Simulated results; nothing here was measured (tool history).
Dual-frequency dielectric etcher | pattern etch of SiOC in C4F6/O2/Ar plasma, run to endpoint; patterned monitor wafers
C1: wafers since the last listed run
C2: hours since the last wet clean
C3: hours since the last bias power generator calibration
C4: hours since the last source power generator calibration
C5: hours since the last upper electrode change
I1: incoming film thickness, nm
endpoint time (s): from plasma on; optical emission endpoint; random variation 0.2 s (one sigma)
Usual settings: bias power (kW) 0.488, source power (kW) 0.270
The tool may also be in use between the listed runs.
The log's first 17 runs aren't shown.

-- hour=475.7 upper electrode replaced, of another model than before
run 18 hour=476.2 | bias_power_(kW)=0.488 source_power_(kW)=0.270 | C1=57 C2=235.9 C3=259.5 C4=354.5 C5=0.5 | I1=53.2 | endpoint_time_(s)=23.9
run 19 hour=490.3 | bias_power_(kW)=0.586 source_power_(kW)=0.210 | C1=132 C2=250.0 C3=273.6 C4=368.6 C5=14.6 | I1=53.0 | endpoint_time_(s)=25.4
run 20 hour=546.9 | bias_power_(kW)=0.426 source_power_(kW)=0.320 | C1=531 C2=306.6 C3=330.2 C4=425.2 C5=71.2 | I1=53.2 | endpoint_time_(s)=22.9
run 21 hour=566.0 | bias_power_(kW)=0.488 source_power_(kW)=0.270 | C1=179 C2=325.7 C3=349.3 C4=444.3 C5=90.3 | I1=53.1 | endpoint_time_(s)=23.5
run 22 hour=591.7 | bias_power_(kW)=0.545 source_power_(kW)=0.310 | C1=241 C2=351.4 C3=375.0 C4=470.0 C5=116.0 | I1=53.2 | endpoint_time_(s)=21.1
run 23 hour=619.3 | bias_power_(kW)=0.551 source_power_(kW)=0.250 | C1=259 C2=379.0 C3=402.6 C4=497.6 C5=143.6 | I1=53.3 | endpoint_time_(s)=23.4
run 24 hour=658.2 | bias_power_(kW)=0.488 source_power_(kW)=0.270 | C1=365 C2=417.9 C3=441.5 C4=536.5 C5=182.5 | I1=53.7 | endpoint_time_(s)=23.6
run 25 hour=671.6 | bias_power_(kW)=0.488 source_power_(kW)=0.340 | C1=125 C2=431.3 C3=454.9 C4=549.9 C5=195.9 | I1=53.4 | endpoint_time_(s)=21.1
-- hour=699.9 wet clean of the chamber
run 26 hour=700.4 | bias_power_(kW)=0.414 source_power_(kW)=0.270 | C1=45 C2=0.5 C3=483.7 C4=578.7 C5=224.7 | I1=53.3 | endpoint_time_(s)=26.1
run 27 hour=715.9 | bias_power_(kW)=0.385 source_power_(kW)=0.300 | C1=145 C2=16.0 C3=499.2 C4=594.2 C5=240.2 | I1=52.9 | endpoint_time_(s)=25.4
run 28 hour=747.2 | bias_power_(kW)=0.488 source_power_(kW)=0.200 | C1=294 C2=47.3 C3=530.5 C4=625.5 C5=271.5 | I1=53.2 | endpoint_time_(s)=29.0
run 29 hour=777.8 | bias_power_(kW)=0.590 source_power_(kW)=0.270 | C1=287 C2=77.9 C3=561.1 C4=656.1 C5=302.1 | I1=52.9 | endpoint_time_(s)=22.5
run 30 hour=800.8 | bias_power_(kW)=0.385 source_power_(kW)=0.270 | C1=216 C2=100.9 C3=584.1 C4=679.1 C5=325.1 | I1=52.6 | endpoint_time_(s)=26.2
run 31 hour=820.5 | bias_power_(kW)=0.488 source_power_(kW)=0.270 | C1=185 C2=120.6 C3=603.8 C4=698.8 C5=344.8 | I1=52.9 | endpoint_time_(s)=23.9
run 32 hour=848.6 | bias_power_(kW)=0.488 source_power_(kW)=0.220 | C1=264 C2=148.7 C3=631.9 C4=726.9 C5=372.9 | I1=53.3 | endpoint_time_(s)=27.1
run 33 hour=875.6 | bias_power_(kW)=0.436 source_power_(kW)=0.250 | C1=253 C2=175.7 C3=658.9 C4=753.9 C5=399.9 | I1=52.8 | endpoint_time_(s)=25.7
run 34 hour=901.3 | bias_power_(kW)=0.419 source_power_(kW)=0.270 | C1=241 C2=201.4 C3=684.6 C4=779.6 C5=425.6 | I1=52.9 | endpoint_time_(s)=25.3
run 35 hour=926.7 | bias_power_(kW)=0.541 source_power_(kW)=0.310 | C1=238 C2=226.8 C3=710.0 C4=805.0 C5=451.0 | I1=53.0 | endpoint_time_(s)=21.7
run 36 hour=950.7 | bias_power_(kW)=0.573 source_power_(kW)=0.300 | C1=225 C2=250.8 C3=734.0 C4=829.0 C5=475.0 | I1=52.9 | endpoint_time_(s)=21.1

3 ways to go on from here, each from the tool as it stands after run 36. What would each give?
run A hour=951.1 | bias_power_(kW)=0.488 source_power_(kW)=0.290 | C1=3 C2=251.2 C3=734.4 C4=829.4 C5=475.4 | I1=53.3 | endpoint_time_(s)=?
run B hour=951.1 | bias_power_(kW)=0.594 source_power_(kW)=0.270 | C1=3 C2=251.2 C3=734.4 C4=829.4 C5=475.4 | I1=53.3 | endpoint_time_(s)=?
run C hour=951.1 | bias_power_(kW)=0.422 source_power_(kW)=0.210 | C1=3 C2=251.2 C3=734.4 C4=829.4 C5=475.4 | I1=53.3 | endpoint_time_(s)=?

run=A endpoint_time_(s)=22.8
run=B endpoint_time_(s)=21.9
run=C endpoint_time_(s)=28.5
Without the tool's hidden state the same runs would have given:
run=A endpoint_time_(s)=23.4
run=B endpoint_time_(s)=22.5
run=C endpoint_time_(s)=29.3

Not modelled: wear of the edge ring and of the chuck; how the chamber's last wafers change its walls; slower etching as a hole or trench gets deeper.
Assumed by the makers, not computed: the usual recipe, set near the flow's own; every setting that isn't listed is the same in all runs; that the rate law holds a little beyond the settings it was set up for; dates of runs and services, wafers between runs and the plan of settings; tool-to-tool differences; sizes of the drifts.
